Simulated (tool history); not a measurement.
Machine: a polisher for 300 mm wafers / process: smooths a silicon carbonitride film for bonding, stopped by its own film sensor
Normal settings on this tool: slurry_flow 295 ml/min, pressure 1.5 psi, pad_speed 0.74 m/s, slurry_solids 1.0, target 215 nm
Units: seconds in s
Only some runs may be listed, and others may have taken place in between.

run    hour  slurry_flow  pressure  pad_speed  slurry_solids  target  incoming thickness of the incoming film, nm  seconds
  1     0.0          295       1.5       0.74            1.0     215                                        228.1    112.7
  2    50.9          295       1.5       0.74            1.0     219                                        232.7    120.6
       64.3  -- slurry blender recalibrated
       73.6  -- slurry nozzle cleaned
  3   104.2          295       1.5       0.74            1.0     219                                        233.8    115.5
  4   206.4          295       1.5       0.74            1.0     219                                        232.4    106.6
  5   255.2          295       1.5       0.74            1.0     215                                        228.8    113.1
  6   295.8          295       1.3       0.74            1.0     215                                        230.6    146.5
      321.7  -- worn pad replaced by a new one
  7   379.4          295       1.3       0.74            1.0     215                                        234.6    187.0
      581.6  -- slurry nozzle cleaned
  8   599.1          295       1.3       0.74            1.0     215                                        231.3    157.6
  9   636.8          295       1.5       0.74            1.0     214                                        230.5    142.9
      642.5  -- slurry blender recalibrated
 10   698.6          295       1.5       0.74            1.0     214                                        232.6    142.9
 11   782.2          295       1.5       0.74            1.0     214                                        230.7    134.4
      831.6  -- worn pad replaced by a new one
 12   851.6          295       1.5       0.74            1.0     215                                        230.2    126.7
 13   959.1          295       1.5       0.52            1.1     215                                        229.9    162.5
 14  1015.7          225       1.5       0.58            1.0     219                                        230.0    114.8
 15  1095.7          295       1.5       0.74            0.9     215                                        231.0    138.2
     1121.7  -- head pressure recalibrated
     1125.6  -- slurry nozzle cleaned
 16  1132.5          295       1.5       0.74            1.0     215                                        234.0    158.5
     1148.1  -- slurry blender recalibrated
 17  1203.1          295       1.5       0.74            1.0     215                                        232.2    132.3
 18  1287.9          200       1.3       0.92            1.2     215                                        230.3    115.6
 19  1350.4          380       1.5       0.56            0.7     215                                        225.2    112.8

Estimate the outcome of run 20 from the log above:
     1363.5  -- worn pad replaced by a new one
 20  1455.1          295       1.5       0.74            1.0     215                                        229.9        ?

Run 20 produced seconds 120.8 s.
Had the tool carried no hidden state, the very same run would have given seconds 110.0 s.

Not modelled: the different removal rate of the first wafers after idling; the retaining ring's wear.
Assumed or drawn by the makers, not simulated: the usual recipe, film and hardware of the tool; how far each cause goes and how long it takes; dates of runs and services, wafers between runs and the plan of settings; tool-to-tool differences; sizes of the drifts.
